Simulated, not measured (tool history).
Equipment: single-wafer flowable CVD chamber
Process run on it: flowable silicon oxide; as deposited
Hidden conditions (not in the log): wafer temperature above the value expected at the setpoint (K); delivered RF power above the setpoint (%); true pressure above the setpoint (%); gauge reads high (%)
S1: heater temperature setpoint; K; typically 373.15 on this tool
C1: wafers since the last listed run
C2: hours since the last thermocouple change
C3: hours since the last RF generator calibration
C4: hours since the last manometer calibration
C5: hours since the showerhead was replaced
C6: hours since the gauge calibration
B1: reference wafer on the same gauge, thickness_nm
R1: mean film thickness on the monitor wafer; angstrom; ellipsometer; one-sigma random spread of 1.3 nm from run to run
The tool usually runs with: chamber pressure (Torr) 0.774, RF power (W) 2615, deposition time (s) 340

run 1 day=0 | S1=373.15 chamber_pressure_(Torr)=0.726 RF_power_(W)=2615 deposition_time_(s)=340 | C1=0 C2=1108.1 C3=1405 C4=604.2 C5=3310.7 C6=251.7 | B1=246.035 | R1=1890.51
run 2 day=2.438 | S1=373.15 chamber_pressure_(Torr)=0.774 RF_power_(W)=2615 deposition_time_(s)=340 | C1=201 C2=1166.6 C3=1463.5 C4=662.7 C5=3369.2 C6=310.2 | B1=245.749 | R1=2022.26
run 3 day=4.05 | S1=373.15 chamber_pressure_(Torr)=0.774 RF_power_(W)=2615 deposition_time_(s)=340 | C1=133 C2=1205.3 C3=1502.2 C4=701.4 C5=3407.9 C6=348.9 | B1=245.575 | R1=2013.26
run 4 day=5.754 | S1=373.15 chamber_pressure_(Torr)=0.774 RF_power_(W)=3025 deposition_time_(s)=340 | C1=140 C2=1246.2 C3=1543.1 C4=742.3 C5=3448.8 C6=389.8 | B1=246.015 | R1=2045.79
run 5 day=6.992 | S1=373.15 chamber_pressure_(Torr)=0.774 RF_power_(W)=2615 deposition_time_(s)=295 | C1=102 C2=1275.9 C3=1572.8 C4=772 C5=3478.5 C6=419.5 | B1=246.12 | R1=1748.35
run 6 day=10.579 | S1=373.15 chamber_pressure_(Torr)=0.774 RF_power_(W)=2615 deposition_time_(s)=295 | C1=295 C2=1362 C3=1658.9 C4=858.1 C5=3564.6 C6=505.6 | B1=246.772 | R1=1718.74
run 7 day=11.783 | S1=373.15 chamber_pressure_(Torr)=0.774 RF_power_(W)=2615 deposition_time_(s)=340 | C1=99 C2=1390.9 C3=1687.8 C4=887 C5=3593.5 C6=534.5 | B1=245.533 | R1=1985.16
-- day=13.65 gauge calibrated
-- day=14.067 showerhead replaced
run 8 day=14.104 | S1=373.15 chamber_pressure_(Torr)=0.774 RF_power_(W)=2615 deposition_time_(s)=340 | C1=163 C2=1446.6 C3=1743.5 C4=942.7 C5=0.9 C6=10.9 | B1=246.09 | R1=1941.33
run 9 day=16.904 | S1=373.15 chamber_pressure_(Torr)=0.774 RF_power_(W)=2615 deposition_time_(s)=340 | C1=230 C2=1513.8 C3=1810.7 C4=1009.9 C5=68.1 C6=78.1 | B1=246.204 | R1=1938.67
run 10 day=18.067 | S1=373.15 chamber_pressure_(Torr)=0.774 RF_power_(W)=2615 deposition_time_(s)=340 | C1=95 C2=1541.7 C3=1838.6 C4=1037.8 C5=96 C6=106 | B1=245.228 | R1=1938.4
run 11 day=19.229 | S1=373.15 chamber_pressure_(Torr)=0.774 RF_power_(W)=2095 deposition_time_(s)=340 | C1=95 C2=1569.6 C3=1866.5 C4=1065.7 C5=123.9 C6=133.9 | B1=246.417 | R1=1829.81
-- day=20.467 RF generator calibrated
-- day=20.946 thermocouple changed; heater temperature recalibrated
run 12 day=21.721 | S1=373.15 chamber_pressure_(Torr)=0.903 RF_power_(W)=2615 deposition_time_(s)=340 | C1=150 C2=18.6 C3=30.1 C4=1125.5 C5=183.7 C6=193.7 | B1=246.123 | R1=2359.49
run 13 day=23.962 | S1=373.15 chamber_pressure_(Torr)=0.774 RF_power_(W)=2835 deposition_time_(s)=373 | C1=184 C2=72.4 C3=83.9 C4=1179.3 C5=237.5 C6=247.5 | B1=245.494 | R1=2193.12
-- day=25.533 capacitance manometer re-zeroed and calibrated
run 14 day=26.575 | S1=382.15 chamber_pressure_(Torr)=0.774 RF_power_(W)=2245 deposition_time_(s)=340 | C1=188 C2=135.1 C3=146.6 C4=25 C5=300.2 C6=310.2 | B1=245.951 | R1=1585.07
run 15 day=28.512 | S1=373.15 chamber_pressure_(Torr)=0.774 RF_power_(W)=2615 deposition_time_(s)=340 | C1=159 C2=181.6 C3=193.1 C4=71.5 C5=346.7 C6=356.7 | B1=246.311 | R1=2149.76
run 16 day=31.042 | S1=361.15 chamber_pressure_(Torr)=0.705 RF_power_(W)=2210 deposition_time_(s)=397 | C1=208 C2=242.3 C3=253.8 C4=132.2 C5=407.4 C6=417.4 | B1=245.933 | R1=3135.81
-- day=32.488 gauge calibrated
run 17 day=33.875 | S1=373.15 chamber_pressure_(Torr)=0.774 RF_power_(W)=3110 deposition_time_(s)=281 | C1=233 C2=310.3 C3=321.8 C4=200.2 C5=475.4 C6=33.3 | B1=246.233 | R1=1814.89
run 18 day=35.667 | S1=373.15 chamber_pressure_(Torr)=0.774 RF_power_(W)=2320 deposition_time_(s)=340 | C1=147 C2=353.3 C3=364.8 C4=243.2 C5=518.4 C6=76.3 | B1=246.544 | R1=2079.98
run 19 day=38.388 | S1=361.15 chamber_pressure_(Torr)=0.839 RF_power_(W)=2270 deposition_time_(s)=397 | C1=224 C2=418.6 C3=430.1 C4=308.5 C5=583.7 C6=141.6 | B1=245.691 | R1=3694.33
run 20 day=41 | S1=373.15 chamber_pressure_(Torr)=0.774 RF_power_(W)=2615 deposition_time_(s)=340 | C1=215 C2=481.3 C3=492.8 C4=371.2 C5=646.4 C6=204.3 | B1=246.043 | R1=2118.36

What would each run have given without the hidden state, its run-to-run variation left as it was?
run=1 R1=1968.16
run=2 R1=2118.09
run=3 R1=2117.62
run=4 R1=2161.96
run=5 R1=1854.18
run=6 R1=1842.78
run=7 R1=2136.7
run=8 R1=2105.85
run=9 R1=2123.96
run=10 R1=2132.82
run=11 R1=2022.21
run=12 R1=2486.96
run=13 R1=2327.4
run=14 R1=1570.26
run=15 R1=2130.83
run=16 R1=3109.88
run=17 R1=1804.02
run=18 R1=2070.44
run=19 R1=3685.31
run=20 R1=2120.43
